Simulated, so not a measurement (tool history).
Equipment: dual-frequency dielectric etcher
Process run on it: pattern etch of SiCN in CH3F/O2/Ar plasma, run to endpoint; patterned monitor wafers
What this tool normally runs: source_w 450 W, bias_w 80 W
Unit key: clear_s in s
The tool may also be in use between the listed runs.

run    hour  source_w  bias_w  wafers since the last listed run  hours since the last wet clean  hours since the last source power generator calibration  hours since the last bias power generator calibration  hours since the last upper electrode change  incoming incoming film thickness, nm  clear_s
  1       0       510      80                                 0                           214.7                                                   3008.2                                                 2705.6                                       3467.8                                 11.41     29.2
  2    66.7       410      90                              1504                           281.4                                                   3074.9                                                 2772.3                                       3534.5                                 11.42     30.9
  3   112.7       490      80                              1037                           327.4                                                   3120.9                                                 2818.3                                       3580.5                                 11.43     30.2
      139.9  -- wet clean of the chamber
  4   146.4       490      80                               218                             6.5                                                   3154.6                                                   2852                                       3614.2                                 11.44     29.3
  5   210.9       450      80                              1455                              71                                                   3219.1                                                 2916.5                                       3678.7                                 11.39     29.8
  6   257.5       450      80                              1051                           117.6                                                   3265.7                                                 2963.1                                       3725.3                                 11.37     30.2
  7   320.6       410      80                              1423                           180.7                                                   3328.8                                                 3026.2                                       3788.4                                 11.44     31.9
  8   352.4       450      80                               717                           212.5                                                   3360.6                                                   3058                                       3820.2                                 11.48     30.6
  9   402.7       450      80                              1134                           262.8                                                   3410.9                                                 3108.3                                       3870.5                                 11.38     30.5
 10   432.9       450      80                               681                             293                                                   3441.1                                                 3138.5                                       3900.7                                 11.41     30.9
 11     477       480      66                               994                           337.1                                                   3485.2                                                 3182.6                                       3944.8                                 11.39     31.7
 12   532.8       450      80                              1258                           392.9                                                     3541                                                 3238.4                                       4000.6                                 11.45       31
      571.6  -- wet clean of the chamber
 13   572.1       450      80                               345                             0.5                                                   3580.3                                                 3277.7                                       4039.9                                 11.34     29.4
 14   593.1       450      86                               473                            21.5                                                   3601.3                                                 3298.7                                       4060.9                                 11.43       29
 15     634       450      86                               922                            62.4                                                   3642.2                                                 3339.6                                       4101.8                                 11.39     29.2
 16   662.5       450      72                               643                            90.9                                                   3670.7                                                 3368.1                                       4130.3                                 11.35     30.8
 17   699.5       450      72                               834                           127.9                                                   3707.7                                                 3405.1                                       4167.3                                 11.42     31.1
      725.7  -- upper electrode replaced
 18   748.5       520      80                               564                           176.9                                                   3756.7                                                 3454.1                                         22.8                                 11.46     28.7
      758.8  -- bias power generator calibrated
 19   816.3       450      80                              1439                           244.7                                                   3824.5                                                   57.5                                         90.6                                 11.38     30.2
 20   842.5       500      61                               591                           270.9                                                   3850.7                                                   83.7                                        116.8                                  11.3     31.5
      917.9  -- wet clean of the chamber
 21   918.4       450      94                              1170                             0.5                                                   3926.6                                                  159.6                                        192.7                                 11.48     28.6
 22  1123.4       340      66                              4625                           205.5                                                   4131.6                                                  364.6                                        397.7                                 11.49       36
 23  1162.5       490      61                               882                           244.6                                                   4170.7                                                  403.7                                        436.8                                 11.42     32.1
     1196.4  -- source power generator calibrated
 24  1232.1       450      80                              1480                           314.2                                                     35.7                                                  473.3                                        506.4                                 11.32     30.6
 25  1299.2       400      80                              1513                           381.3                                                    102.8                                                  540.4                                        573.5                                 11.48     32.5
 26  1330.1       560      86                               697                           412.2                                                    133.7                                                  571.3                                        604.4                                 11.43     27.9
     1359.2  -- wet clean of the chamber
 27  1377.7       370      69                               532                            18.5                                                    181.3                                                  618.9                                          652                                  11.4     33.7
 28  1402.4       370      74                               557                            43.2                                                      206                                                  643.6                                        676.7                                 11.27     32.7
 29    1549       350      80                              3307                           189.8                                                    352.6                                                  790.2                                        823.3                                 11.56     34.2
 30  1600.9       370      93                              1170                           241.7                                                    404.5                                                  842.1                                        875.2                                 11.34     31.5
 31  1641.8       450      96                               922                           282.6                                                    445.4                                                    883                                        916.1                                 11.34       29
     1708.2  -- wet clean of the chamber
 32  1816.1       520      97                              3390                           107.9                                                    619.7                                                 1057.3                                       1090.4                                  11.4     27.1
 33  1843.3       390      99                               613                           135.1                                                    646.9                                                 1084.5                                       1117.6                                 11.51     30.3
 34  1900.7       490      61                              1295                           192.5                                                    704.3                                                 1141.9                                         1175                                 11.47     32.1
 35  1966.1       410      70                              1475                           257.9                                                    769.7                                                 1207.3                                       1240.4                                 11.44     33.4
 36  2030.1       410      96                              1443                           321.9                                                    833.7                                                 1271.3                                       1304.4                                  11.4     30.3

What the log doesn't show, run by run:
source power that arrives over what is set, %: 0 across all the runs
bias power that arrives over what is set, %: 0 across all the runs
H1: etch rate over this chamber's usual, %
run      H1
  1   -2.14
  2   -2.75
  3   -3.17
  4  -0.219
  5  -0.804
  6   -1.23
  7    -1.8
  8   -2.09
  9   -2.55
 10   -2.82
 11   -3.22
 12   -3.73
 13   0.888
 14   0.698
 15   0.326
 16  0.0676
 17  -0.268
 18  -0.713
 19   -1.33
 20   -1.57
 21  0.0267
 22   -1.83
 23   -2.19
 24   -2.82
 25   -3.43
 26   -3.71
 27  -0.752
 28  -0.976
 29   -2.31
 30   -2.78
 31   -3.15
 32   -1.37
 33   -1.62
 34   -2.14
 35   -2.74
 36   -3.32
